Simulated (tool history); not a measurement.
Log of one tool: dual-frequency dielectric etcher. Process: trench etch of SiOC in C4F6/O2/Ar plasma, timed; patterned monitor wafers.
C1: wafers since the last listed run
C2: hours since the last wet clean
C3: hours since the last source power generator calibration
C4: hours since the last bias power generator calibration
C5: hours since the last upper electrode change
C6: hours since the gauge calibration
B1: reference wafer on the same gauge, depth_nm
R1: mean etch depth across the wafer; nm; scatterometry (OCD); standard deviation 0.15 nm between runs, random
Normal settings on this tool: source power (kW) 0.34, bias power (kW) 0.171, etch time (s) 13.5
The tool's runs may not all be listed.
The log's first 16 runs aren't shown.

run 17 hour=403.7 | source_power_(kW)=0.34 bias_power_(kW)=0.171 etch_time_(s)=13.5 | C1=437 C2=41.3 C3=307.1 C4=4086.6 C5=405.7 C6=184.3 | B1=26.6 | R1=25.78
run 18 hour=455.1 | source_power_(kW)=0.31 bias_power_(kW)=0.171 etch_time_(s)=17.5 | C1=885 C2=92.7 C3=358.5 C4=4138 C5=457.1 C6=235.7 | B1=26.62 | R1=31.8
-- hour=472.4 bias power generator calibrated
run 19 hour=492.7 | source_power_(kW)=0.34 bias_power_(kW)=0.171 etch_time_(s)=13.5 | C1=578 C2=130.3 C3=396.1 C4=20.3 C5=494.7 C6=273.3 | B1=26.66 | R1=25.7
run 20 hour=511.2 | source_power_(kW)=0.34 bias_power_(kW)=0.171 etch_time_(s)=13.5 | C1=318 C2=148.8 C3=414.6 C4=38.8 C5=513.2 C6=291.8 | B1=26.61 | R1=25.65
run 21 hour=526.4 | source_power_(kW)=0.34 bias_power_(kW)=0.171 etch_time_(s)=13.5 | C1=261 C2=164 C3=429.8 C4=54 C5=528.4 C6=307 | B1=26.59 | R1=25.9
run 22 hour=540 | source_power_(kW)=0.34 bias_power_(kW)=0.145 etch_time_(s)=14.5 | C1=234 C2=177.6 C3=443.4 C4=67.6 C5=542 C6=320.6 | B1=26.58 | R1=26.1
run 23 hour=566.3 | source_power_(kW)=0.39 bias_power_(kW)=0.171 etch_time_(s)=13.5 | C1=452 C2=203.9 C3=469.7 C4=93.9 C5=568.3 C6=346.9 | B1=26.58 | R1=27.3
run 24 hour=581.8 | source_power_(kW)=0.34 bias_power_(kW)=0.171 etch_time_(s)=13.5 | C1=266 C2=219.4 C3=485.2 C4=109.4 C5=583.8 C6=362.4 | B1=26.6 | R1=25.87
run 25 hour=611.9 | source_power_(kW)=0.34 bias_power_(kW)=0.209 etch_time_(s)=13.5 | C1=518 C2=249.5 C3=515.3 C4=139.5 C5=613.9 C6=392.5 | B1=26.57 | R1=27.76
run 26 hour=639.4 | source_power_(kW)=0.34 bias_power_(kW)=0.171 etch_time_(s)=10 | C1=473 C2=277 C3=542.8 C4=167 C5=641.4 C6=420 | B1=26.54 | R1=19.22
run 27 hour=668.6 | source_power_(kW)=0.39 bias_power_(kW)=0.141 etch_time_(s)=10 | C1=502 C2=306.2 C3=572 C4=196.2 C5=670.6 C6=449.2 | B1=26.6 | R1=19.02
run 28 hour=716.2 | source_power_(kW)=0.34 bias_power_(kW)=0.192 etch_time_(s)=13.5 | C1=819 C2=353.8 C3=619.6 C4=243.8 C5=718.2 C6=496.8 | B1=26.62 | R1=26.74
run 29 hour=743.2 | source_power_(kW)=0.29 bias_power_(kW)=0.129 etch_time_(s)=15.5 | C1=464 C2=380.8 C3=646.6 C4=270.8 C5=745.2 C6=523.8 | B1=26.62 | R1=25.37
-- hour=794.2 wet clean of the chamber
run 30 hour=794.7 | source_power_(kW)=0.34 bias_power_(kW)=0.171 etch_time_(s)=13.5 | C1=473 C2=0.5 C3=698.1 C4=322.3 C5=796.7 C6=575.3 | B1=26.6 | R1=26.07

Here are 4 independent what-if runs from the current tool condition. What would each one return?
run A hour=795.1 | source_power_(kW)=0.34 bias_power_(kW)=0.171 etch_time_(s)=13.5 | C1=6 C2=0.9 C3=698.5 C4=322.7 C5=797.1 C6=575.7 | B1=? | R1=?
run B hour=795.1 | source_power_(kW)=0.34 bias_power_(kW)=0.137 etch_time_(s)=15.5 | C1=6 C2=0.9 C3=698.5 C4=322.7 C5=797.1 C6=575.7 | B1=? | R1=?
run C hour=795.1 | source_power_(kW)=0.34 bias_power_(kW)=0.171 etch_time_(s)=17 | C1=6 C2=0.9 C3=698.5 C4=322.7 C5=797.1 C6=575.7 | B1=? | R1=?
run D hour=795.1 | source_power_(kW)=0.41 bias_power_(kW)=0.171 etch_time_(s)=11.5 | C1=6 C2=0.9 C3=698.5 C4=322.7 C5=797.1 C6=575.7 | B1=? | R1=?

run=A B1=26.59 R1=25.67
run=B B1=26.59 R1=27.37
run=C B1=26.59 R1=32.32
run=D B1=26.59 R1=23.72
Stripped of hidden state, with their random variation kept, the same runs would have yielded:
run=A R1=25.67
run=B R1=27.37
run=C R1=32.32
run=D R1=23.72
